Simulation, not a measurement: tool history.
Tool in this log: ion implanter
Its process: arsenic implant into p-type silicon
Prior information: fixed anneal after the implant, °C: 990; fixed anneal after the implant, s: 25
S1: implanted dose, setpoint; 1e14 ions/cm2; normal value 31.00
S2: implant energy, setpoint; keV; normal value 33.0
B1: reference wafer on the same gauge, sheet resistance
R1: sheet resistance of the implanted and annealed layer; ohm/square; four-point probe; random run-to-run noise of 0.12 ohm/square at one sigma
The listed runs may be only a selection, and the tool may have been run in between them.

run    hour     S1    S2     B1     R1
  1     0.0  31.00  33.0  82.58  79.21
  2   318.0  31.00  33.0  82.61  79.07
  3   395.5  31.00  33.0  82.61  79.15
  4   574.1  31.00  33.0  82.60  79.40
  5   646.8  31.00  33.0  82.61  79.27
  6   750.8  31.00  38.5  82.60  73.43
  7   831.9  31.00  33.0  82.62  79.62
  8   917.2  36.33  33.0  82.60  77.94
  9  1006.5  27.04  33.0  82.58  80.93
 10  1107.7  31.00  33.0  82.61  79.69
 11  1189.4  31.00  33.0  82.59  79.56
 12  1255.2  34.87  33.0  82.60  78.34
     1309.2  -- gauge calibrated
 13  1417.6  31.00  30.5  82.61  83.08
 14  1487.1  31.00  30.5  82.59  82.99
 15  1573.3  27.78  37.0  82.60  76.71
 16  1658.0  31.00  33.0  82.62  80.36
 17  1965.8  31.00  33.0  82.59  80.71
 18  2012.4  31.00  33.0  82.57  80.49
 19  2068.4  24.02  24.5  82.60  95.34
 20  2166.6  39.95  29.5  82.62  82.66
 21  2243.9  28.28  25.5  82.61  92.04
     2292.3  -- Faraday cup replaced and dose calibrated
 22  2292.8  31.00  33.0  82.60  80.65
 23  2371.2  23.15  33.0  82.58  84.06
 24  2429.0  23.46  24.0  82.59  96.12
 25  2486.5  31.00  33.0  82.62  80.67
     2514.2  -- extraction supply calibrated
 26  2523.0  31.00  33.0  82.58  79.26
 27  2584.7  37.42  41.5  82.63  68.60
 28  2652.0  28.58  41.5  82.63  71.57
 29  2694.9  36.27  33.0  82.60  77.51
 30  2779.6  21.86  36.0  82.57  80.41
 31  2874.6  39.24  33.0  82.59  76.95
 32  2913.7  22.92  33.0  82.59  82.96
 33  2972.5  39.76  42.0  82.59  68.03
 34  3045.0  31.00  33.0  82.62  79.15
     3103.2  -- gauge calibrated
 35  3116.2  34.73  42.0  82.60  69.11
 36  3216.2  31.00  27.5  82.60  86.38

Branching from run 36: 4 alternative next runs. What would each branch give?
  A  3216.6  31.00  33.0   ?   ?
  B  3216.6  27.91  23.0   ?   ?
  C  3216.6  36.01  33.0   ?   ?
  D  3216.6  26.95  29.0   ?   ?

run     B1     R1
  A  82.60  79.44
  B  82.60  94.54
  C  82.60  78.00
  D  82.60  85.89
With the hidden condition removed and each run's random variation left untouched, the same runs would have given:
run     R1
  A  79.27
  B  94.36
  C  77.83
  D  85.71
